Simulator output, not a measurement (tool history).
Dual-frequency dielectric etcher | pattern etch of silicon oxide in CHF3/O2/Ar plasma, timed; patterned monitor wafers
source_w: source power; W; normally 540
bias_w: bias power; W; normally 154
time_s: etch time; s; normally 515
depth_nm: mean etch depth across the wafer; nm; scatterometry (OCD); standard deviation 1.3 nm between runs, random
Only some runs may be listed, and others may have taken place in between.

| run | hour | source_w | bias_w | time_s | wafers since the last listed run | hours since the last wet clean | hours since the last source power generator calibration | hours since the last bias power generator calibration | hours since the last upper electrode change | hours since the gauge calibration | read-back reference wafer on the same gauge, depth_nm | depth_nm |
|---|---|---|---|---|---|---|---|---|---|---|---|---|
| 1 | 0 | 540 | 154 | 515 | 0 | 371.4 | 2874.7 | 1987.8 | 4217.7 | 39.6 | 958.5 | 822.3 |
| 2 | 12.7 | 540 | 154 | 515 | 61 | 384.1 | 2887.4 | 2000.5 | 4230.4 | 52.3 | 957.9 | 821.5 |
| 3 | 23 | 540 | 154 | 515 | 49 | 394.4 | 2897.7 | 2010.8 | 4240.7 | 62.6 | 958.3 | 821 |
| 4 | 40.1 | 540 | 184 | 515 | 82 | 411.5 | 2914.8 | 2027.9 | 4257.8 | 79.7 | 958.1 | 851.1 |
|  | 62.5 | bias power generator calibrated |
|  | 67 | wet clean of the chamber |
| 5 | 67.5 | 540 | 184 | 515 | 90 | 0.5 | 2942.2 | 5 | 4285.2 | 107.1 | 957.7 | 868.9 |
| 6 | 73.8 | 540 | 184 | 515 | 30 | 6.8 | 2948.5 | 11.3 | 4291.5 | 113.4 | 957.9 | 869.5 |
|  | 88.8 | source power generator calibrated |
|  | 89 | gauge calibrated |
|  | 109.9 | upper electrode replaced |
| 7 | 110.4 | 540 | 154 | 515 | 55 | 43.4 | 21.6 | 47.9 | 0.5 | 21.4 | 958.2 | 835.8 |
| 8 | 110.9 | 540 | 140 | 571 | 2 | 43.9 | 22.1 | 48.4 | 1 | 21.9 | 958.2 | 908.3 |
| 9 | 111.3 | 540 | 154 | 515 | 1 | 44.3 | 22.5 | 48.8 | 1.4 | 22.3 | 957.7 | 835.6 |

Run 10, settings as shown, results not yet in. Your forecast:
| 10 | 118 | 490 | 181 | 631 | 32 | 51 | 29.2 | 55.5 | 8.1 | 29 | ? | ? |

Logged for run 10: read-back reference wafer on the same gauge, depth_nm 958.6, depth_nm 1003.6 nm.
The same run, on a tool lacking any hidden state, would have yielded depth_nm 1004 nm.
